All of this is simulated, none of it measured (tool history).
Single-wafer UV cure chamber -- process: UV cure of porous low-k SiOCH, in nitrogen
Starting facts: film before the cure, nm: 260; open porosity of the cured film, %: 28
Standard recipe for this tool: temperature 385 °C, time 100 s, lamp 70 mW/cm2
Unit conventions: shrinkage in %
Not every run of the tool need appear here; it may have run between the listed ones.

run,day,temperature,time,lamp,wafers since the last listed run,hours since the UV bulbs were replaced,wafers since the quartz window was cleaned,shrinkage
1,0.000,385,120,70,0,719.2,75,8.519
2,0.583,385,120,70,76,733.2,152,8.599
3,1.729,385,120,70,149,760.7,301,8.598
4,2.362,378,100,70,82,775.9,384,7.579
5,3.050,385,100,70,89,792.4,473,7.691
6,3.617,385,100,70,73,806.0,547,7.778
7,4.654,385,55,70,135,830.9,682,5.174
8,5.246,385,55,70,77,845.1,760,5.106
9,5.996,385,55,70,97,863.1,857,5.090
10,7.425,398,100,70,186,897.4,1044,8.010
11,8.504,385,100,70,140,923.3,1185,7.694
12,9.288,389,100,70,102,942.1,1287,7.676
13,9.871,375,100,70,76,956.1,1363,7.565
14,10.783,385,100,62,119,978.0,1482,7.045
15,11.462,385,100,70,88,994.3,1570,7.672
16,12.304,385,100,70,109,1014.5,1680,7.609
17,13.679,385,100,70,179,1047.5,1859,7.555
18,14.562,385,100,70,115,1068.7,1975,7.696
19,15.771,385,100,70,157,1097.7,2132,7.613
20,19.421,385,100,62,476,1185.3,2608,6.832
# day 20.058: quartz window cleaned
21,20.154,385,100,70,52,1202.9,12,7.400
22,21.062,367,100,81,118,1224.7,130,7.729
23,22.233,397,40,93,152,1252.8,283,5.009
24,22.950,395,115,86,93,1270.0,376,9.329
25,25.554,385,150,70,339,1332.5,716,9.289
26,26.271,393,80,70,93,1349.7,810,6.693
27,27.208,368,75,86,122,1372.2,932,6.806
28,28.254,385,100,85,136,1397.3,1068,8.303
# day 28.867: UV bulbs replaced
29,29.188,367,60,70,78,7.7,1146,5.501
30,30.571,385,100,108,180,40.9,1327,10.080
31,31.496,385,100,70,120,63.1,1447,8.102
32,32.504,378,100,40,131,87.3,1579,5.475
33,33.625,385,65,100,146,114.2,1725,7.840
34,34.308,377,120,70,89,130.6,1814,8.740
35,35.088,385,100,70,101,149.3,1916,8.077
36,35.921,385,130,40,108,169.3,2025,6.653
# day 37.142: quartz window cleaned
37,37.162,385,100,43,118,199.1,2,5.880
38,37.767,377,50,98,78,213.6,81,6.121
39,38.800,385,100,96,134,238.4,216,9.456

Give the tool's hidden conditions for every run:
transmission lost against a clean window, %: 0 on each run
H1: lamp output below its setpoint, %
run,H1
1,8.8
2,8.94
3,9.23
4,9.39
5,9.56
6,9.7
7,9.96
8,10.1
9,10.3
10,10.6
11,10.9
12,11.1
13,11.3
14,11.5
15,11.6
16,11.9
17,12.2
18,12.4
19,12.7
20,13.6
21,13.8
22,14
23,14.3
24,14.5
25,15.1
26,15.3
27,15.6
28,15.8
29,1.99
30,2.33
31,2.56
32,2.81
33,3.09
34,3.26
35,3.45
36,3.66
37,3.97
38,4.12
39,4.37
